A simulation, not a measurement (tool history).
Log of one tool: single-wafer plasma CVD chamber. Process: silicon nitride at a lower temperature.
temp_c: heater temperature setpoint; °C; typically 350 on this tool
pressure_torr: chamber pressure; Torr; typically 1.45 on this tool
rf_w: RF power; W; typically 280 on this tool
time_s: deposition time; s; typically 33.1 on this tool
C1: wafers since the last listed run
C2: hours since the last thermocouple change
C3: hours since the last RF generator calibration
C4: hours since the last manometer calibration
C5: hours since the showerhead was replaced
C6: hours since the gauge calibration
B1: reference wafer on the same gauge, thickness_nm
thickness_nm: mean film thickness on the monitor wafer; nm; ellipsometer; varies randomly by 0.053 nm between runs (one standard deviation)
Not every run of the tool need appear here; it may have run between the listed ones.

Run 1, hour 0.0: usual settings; C1 0; C2 2769.7; C3 1882.5; C4 2097.9; C5 4831.1; C6 370.5; B1 35.400. Result: thickness_nm 34.160 nm.
Run 2, hour 34.9: usual settings but temp_c 340 °C, time_s 28.7 s; C1 636; C2 2804.6; C3 1917.4; C4 2132.8; C5 4866.0; C6 405.4; B1 35.413. Result: thickness_nm 29.680 nm.
Run 3, hour 81.8: usual settings but time_s 37.8 s; C1 855; C2 2851.5; C3 1964.3; C4 2179.7; C5 4912.9; C6 452.3; B1 35.408. Result: thickness_nm 39.020 nm.
Run 4, hour 133.4: usual settings but time_s 37.8 s; C1 941; C2 2903.1; C3 2015.9; C4 2231.3; C5 4964.5; C6 503.9; B1 35.394. Result: thickness_nm 38.930 nm.
At hour 148.0: RF generator calibrated.
Run 5, hour 201.3: usual settings but pressure_torr 1.22 Torr; C1 1093; C2 2971.0; C3 53.3; C4 2299.2; C5 5032.4; C6 571.8; B1 35.402. Result: thickness_nm 33.824 nm.
At hour 226.1: showerhead replaced.
At hour 234.0: capacitance manometer re-zeroed and calibrated.
Run 6, hour 234.5: usual settings but pressure_torr 1.22 Torr; C1 316; C2 3004.2; C3 86.5; C4 0.5; C5 8.4; C6 605.0; B1 35.397. Result: thickness_nm 33.903 nm.
At hour 263.6: thermocouple changed; heater temperature recalibrated.
Run 7, hour 264.1: usual settings but pressure_torr 1.22 Torr; C1 394; C2 0.5; C3 116.1; C4 30.1; C5 38.0; C6 634.6; B1 35.390. Result: thickness_nm 33.721 nm.
At hour 265.9: gauge calibrated.
Run 8, hour 289.5: usual settings but pressure_torr 1.26 Torr, time_s 27.8 s; C1 463; C2 25.9; C3 141.5; C4 55.5; C5 63.4; C6 23.6; B1 35.392. Result: thickness_nm 28.513 nm.
Run 9, hour 328.7: usual settings but rf_w 250 W; C1 715; C2 65.1; C3 180.7; C4 94.7; C5 102.6; C6 62.8; B1 35.396. Result: thickness_nm 33.229 nm.
Run 10, hour 367.4: usual settings but temp_c 343 °C, pressure_torr 1.21 Torr; C1 706; C2 103.8; C3 219.4; C4 133.4; C5 141.3; C6 101.5; B1 35.405. Result: thickness_nm 33.622 nm.
Run 11, hour 396.3: usual settings; C1 527; C2 132.7; C3 248.3; C4 162.3; C5 170.2; C6 130.4; B1 35.425. Result: thickness_nm 34.689 nm.
Run 12, hour 421.4: usual settings but rf_w 295 W, time_s 35.9 s; C1 458; C2 157.8; C3 273.4; C4 187.4; C5 195.3; C6 155.5; B1 35.423. Result: thickness_nm 38.459 nm.
Run 13, hour 461.5: usual settings but temp_c 344 °C, rf_w 240 W; C1 731; C2 197.9; C3 313.5; C4 227.5; C5 235.4; C6 195.6; B1 35.391. Result: thickness_nm 32.622 nm.
Run 14, hour 490.0: usual settings; C1 520; C2 226.4; C3 342.0; C4 256.0; C5 263.9; C6 224.1; B1 35.401. Result: thickness_nm 34.633 nm.

What if the next run were any one of these 3? Each begins from the tool's condition after run 14:
Run A, hour 490.4: usual settings; C1 7; C2 226.8; C3 342.4; C4 256.4; C5 264.3; C6 224.5; B1 ?. Result: thickness_nm ?.
Run B, hour 490.4: usual settings but pressure_torr 1.34 Torr, time_s 29.6 s; C1 7; C2 226.8; C3 342.4; C4 256.4; C5 264.3; C6 224.5; B1 ?. Result: thickness_nm ?.
Run C, hour 490.4: usual settings but pressure_torr 1.74 Torr, rf_w 320 W, time_s 37.3 s; C1 7; C2 226.8; C3 342.4; C4 256.4; C5 264.3; C6 224.5; B1 ?. Result: thickness_nm ?.

run      B1  thickness_nm
  A  35.397        34.657
  B  35.397        30.546
  C  35.397        42.708
With the hidden condition removed and each run's random variation left untouched, the same runs would have given:
run  thickness_nm
  A        35.050
  B        30.892
  C        43.184
